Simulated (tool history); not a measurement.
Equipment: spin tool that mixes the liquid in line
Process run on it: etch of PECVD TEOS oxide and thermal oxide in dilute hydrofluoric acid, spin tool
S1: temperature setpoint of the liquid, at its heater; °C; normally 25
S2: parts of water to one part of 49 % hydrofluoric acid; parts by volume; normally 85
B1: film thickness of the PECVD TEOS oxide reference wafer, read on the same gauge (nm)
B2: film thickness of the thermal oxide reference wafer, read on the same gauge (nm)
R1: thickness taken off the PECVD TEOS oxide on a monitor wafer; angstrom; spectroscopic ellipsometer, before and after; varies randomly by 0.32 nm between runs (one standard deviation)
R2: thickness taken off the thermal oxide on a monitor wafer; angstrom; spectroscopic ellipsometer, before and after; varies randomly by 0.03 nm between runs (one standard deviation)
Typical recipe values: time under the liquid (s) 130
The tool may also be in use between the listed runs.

{"run": 1, "hour": 0.0, "S1": 25, "S2": 85, "time under the liquid (s)": 130, "B1": 79.98, "B2": 100, "R1": 331, "R2": 75}
{"run": 2, "hour": 15.5, "S1": 25, "S2": 85, "time under the liquid (s)": 130, "B1": 80.01, "B2": 100.02, "R1": 328.9, "R2": 74.2}
{"run": 3, "hour": 32.3, "S1": 25, "S2": 85, "time under the liquid (s)": 130, "B1": 80.03, "B2": 100.01, "R1": 335.6, "R2": 74.7}
{"run": 4, "hour": 109.9, "S1": 25, "S2": 85, "time under the liquid (s)": 130, "B1": 79.98, "B2": 100.02, "R1": 321.7, "R2": 73.8}
{"run": 5, "hour": 124.7, "S1": 25, "S2": 85, "time under the liquid (s)": 130, "B1": 80.01, "B2": 99.99, "R1": 327, "R2": 73.9}
{"run": 6, "hour": 136.9, "S1": 25, "S2": 115, "time under the liquid (s)": 130, "B1": 80.02, "B2": 99.99, "R1": 231.2, "R2": 52.7}
{"run": 7, "hour": 158.7, "S1": 25, "S2": 115, "time under the liquid (s)": 130, "B1": 80, "B2": 100.03, "R1": 233.9, "R2": 52.8}
{"run": 8, "hour": 172.7, "S1": 25, "S2": 85, "time under the liquid (s)": 130, "B1": 79.99, "B2": 100.02, "R1": 332.1, "R2": 74.1}
{"hour": 182.6, "done": "thermometer replaced"}
{"run": 9, "hour": 206.5, "S1": 28.5, "S2": 70, "time under the liquid (s)": 160, "B1": 80.02, "B2": 100, "R1": 567.9, "R2": 129.4}
{"hour": 235.0, "done": "hydrofluoric acid flow meter replaced"}
{"run": 10, "hour": 236.7, "S1": 27, "S2": 100, "time under the liquid (s)": 130, "B1": 80.06, "B2": 100.05, "R1": 281.5, "R2": 63.8}
{"run": 11, "hour": 327.3, "S1": 25, "S2": 55, "time under the liquid (s)": 95, "B1": 79.97, "B2": 100.01, "R1": 363.5, "R2": 82.8}
{"hour": 329.6, "done": "gauge calibrated"}
{"hour": 336.6, "done": "hydrofluoric acid flow meter replaced, repeated, since the last time left the tool worse"}
{"run": 12, "hour": 358.9, "S1": 20, "S2": 125, "time under the liquid (s)": 50, "B1": 79.98, "B2": 100, "R1": 70.8, "R2": 16}
{"run": 13, "hour": 387.1, "S1": 25, "S2": 85, "time under the liquid (s)": 60, "B1": 79.96, "B2": 100, "R1": 160.3, "R2": 35.8}
{"run": 14, "hour": 478.5, "S1": 25, "S2": 85, "time under the liquid (s)": 65, "B1": 79.98, "B2": 100.04, "R1": 171.4, "R2": 38.6}
{"run": 15, "hour": 509.0, "S1": 25, "S2": 110, "time under the liquid (s)": 60, "B1": 80.03, "B2": 100.04, "R1": 117.1, "R2": 26.5}

The tool's hidden state at each run:
liquid hotter than its thermometer reads (K): 0, the same for each run
gauge reads high (%): 0, the same for each run
H1: hydrofluoric acid flow below the setpoint (%)
run=1 H1=4.64
run=2 H1=4.75
run=3 H1=4.86
run=4 H1=5.37
run=5 H1=5.47
run=6 H1=5.55
run=7 H1=5.7
run=8 H1=5.79
run=9 H1=6.02
run=10 H1=9.19
run=11 H1=9.79
run=12 H1=1.41
run=13 H1=1.6
run=14 H1=2.21
run=15 H1=2.41
